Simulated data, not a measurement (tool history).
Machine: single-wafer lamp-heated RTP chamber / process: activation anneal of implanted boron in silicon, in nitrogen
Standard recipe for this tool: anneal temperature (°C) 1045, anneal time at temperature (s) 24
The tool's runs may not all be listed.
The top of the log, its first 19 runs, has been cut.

run   hour  anneal temperature (°C)  anneal time at temperature (s)  wafers since the last listed run  wafers since the last pyrometer calibration  wafers since the reflector plate was cleaned  hours since the gauge calibration  read-back reference wafer on the same gauge, sheet resistance  sheet resistance of the implanted and annealed layer (ohm/square)
 20  485.6                     1057                              19                               249                                         1180                                          6656                              558.4                                                         310.83                                                             314.30
     512.9  -- reflector plate cleaned
 21  513.4                     1045                              24                               224                                         1405                                             5                              586.2                                                         310.87                                                             312.40
     517.9  -- gauge calibrated
 22  525.9                     1064                              16                               142                                         1547                                           147                                8.0                                                         311.07                                                             314.57
 23  545.1                     1045                              24                               218                                         1766                                           365                               27.2                                                         311.15                                                             313.18
 24  567.9                     1073                              24                               259                                         2025                                           624                               50.0                                                         311.01                                                             309.67
 25  588.3                     1063                              14                               231                                         2256                                           856                               70.4                                                         311.11                                                             314.16
 26  613.6                     1062                              24                               287                                         2544                                          1143                               95.7                                                         311.06                                                             311.45
 27  639.0                     1045                              24                               288                                         2832                                          1432                              121.1                                                         310.81                                                             312.94
 28  664.3                     1072                              37                               287                                         3120                                          1719                              146.4                                                         310.99                                                             305.45
 29  679.2                     1045                              24                               169                                         3289                                          1889                              161.3                                                         310.85                                                             312.72
 30  713.2                     1045                              18                               386                                         3675                                          2275                              195.3                                                         311.14                                                             314.64
 31  742.3                     1070                              28                               330                                         4006                                          2605                              224.4                                                         311.12                                                             309.47
 32  755.9                     1067                              19                               154                                         4160                                          2760                              238.0                                                         310.89                                                             312.42

Forecast each of these 3 alternatives for the next run:
  A  756.3                     1060                              24                                 4                                         4165                                          2764                              238.4                                                              ?                                                                  ?
  B  756.3                     1053                              29                                 4                                         4165                                          2764                              238.4                                                              ?                                                                  ?
  C  756.3                     1045                              36                                 4                                         4165                                          2764                              238.4                                                              ?                                                                  ?

run  read-back reference wafer on the same gauge, sheet resistance  sheet resistance of the implanted and annealed layer (ohm/square)
  A                                                         311.01                                                             311.40
  B                                                         311.01                                                             310.86
  C                                                         311.01                                                             310.21
Without the tool's hidden state the same runs would have given:
run  sheet resistance of the implanted and annealed layer (ohm/square)
  A                                                             311.40
  B                                                             310.86
  C                                                             310.21
